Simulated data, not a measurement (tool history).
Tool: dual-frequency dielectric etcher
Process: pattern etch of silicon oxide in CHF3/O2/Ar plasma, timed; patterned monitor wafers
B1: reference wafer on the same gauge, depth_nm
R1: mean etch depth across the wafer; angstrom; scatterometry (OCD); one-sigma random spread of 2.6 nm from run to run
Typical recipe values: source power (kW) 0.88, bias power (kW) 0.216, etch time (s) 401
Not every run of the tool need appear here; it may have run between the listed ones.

{"run": 1, "hour": 0.0, "source power (kW)": 0.88, "bias power (kW)": 0.216, "etch time (s)": 401, "B1": 866, "R1": 10236}
{"run": 2, "hour": 27.5, "source power (kW)": 0.88, "bias power (kW)": 0.216, "etch time (s)": 401, "B1": 867, "R1": 10281}
{"run": 3, "hour": 52.0, "source power (kW)": 0.88, "bias power (kW)": 0.216, "etch time (s)": 401, "B1": 868.2, "R1": 10270}
{"run": 4, "hour": 74.3, "source power (kW)": 0.88, "bias power (kW)": 0.216, "etch time (s)": 401, "B1": 869.1, "R1": 10256}
{"run": 5, "hour": 96.1, "source power (kW)": 0.88, "bias power (kW)": 0.216, "etch time (s)": 401, "B1": 870.3, "R1": 10264}
{"run": 6, "hour": 119.9, "source power (kW)": 0.88, "bias power (kW)": 0.216, "etch time (s)": 440.5, "B1": 871.7, "R1": 11335}
{"run": 7, "hour": 140.2, "source power (kW)": 0.88, "bias power (kW)": 0.216, "etch time (s)": 401, "B1": 872.5, "R1": 10289}
{"hour": 177.5, "done": "wet clean of the chamber"}
{"run": 8, "hour": 178.0, "source power (kW)": 0.88, "bias power (kW)": 0.216, "etch time (s)": 401, "B1": 875.2, "R1": 10318}
{"run": 9, "hour": 180.9, "source power (kW)": 0.88, "bias power (kW)": 0.216, "etch time (s)": 401, "B1": 875.1, "R1": 10322}
{"run": 10, "hour": 200.6, "source power (kW)": 0.88, "bias power (kW)": 0.216, "etch time (s)": 286, "B1": 876.6, "R1": 7400}
{"hour": 214.9, "done": "gauge calibrated"}
{"run": 11, "hour": 235.1, "source power (kW)": 0.79, "bias power (kW)": 0.258, "etch time (s)": 501, "B1": 858, "R1": 13303}
{"run": 12, "hour": 256.9, "source power (kW)": 0.88, "bias power (kW)": 0.216, "etch time (s)": 324.5, "B1": 858.9, "R1": 8227}
{"hour": 286.5, "done": "source power generator calibrated"}
{"hour": 290.2, "done": "upper electrode replaced"}
{"hour": 292.6, "done": "bias power generator calibrated"}
{"run": 13, "hour": 293.1, "source power (kW)": 0.88, "bias power (kW)": 0.216, "etch time (s)": 401, "B1": 858.5, "R1": 10148}
{"run": 14, "hour": 293.5, "source power (kW)": 0.79, "bias power (kW)": 0.216, "etch time (s)": 493.5, "B1": 858.2, "R1": 11981}
{"run": 15, "hour": 301.5, "source power (kW)": 0.88, "bias power (kW)": 0.216, "etch time (s)": 401, "B1": 858.6, "R1": 10138}

Expected results for the next run?
{"run": 16, "hour": 335.1, "source power (kW)": 0.88, "bias power (kW)": 0.216, "etch time (s)": 401, "B1": "?", "R1": "?"}

{"run 16": {"B1": 859.3, "R1": 10175}}
Take away the tool's hidden state, keep the run-to-run variation as it was, and the same run would have given R1 10183 angstrom.
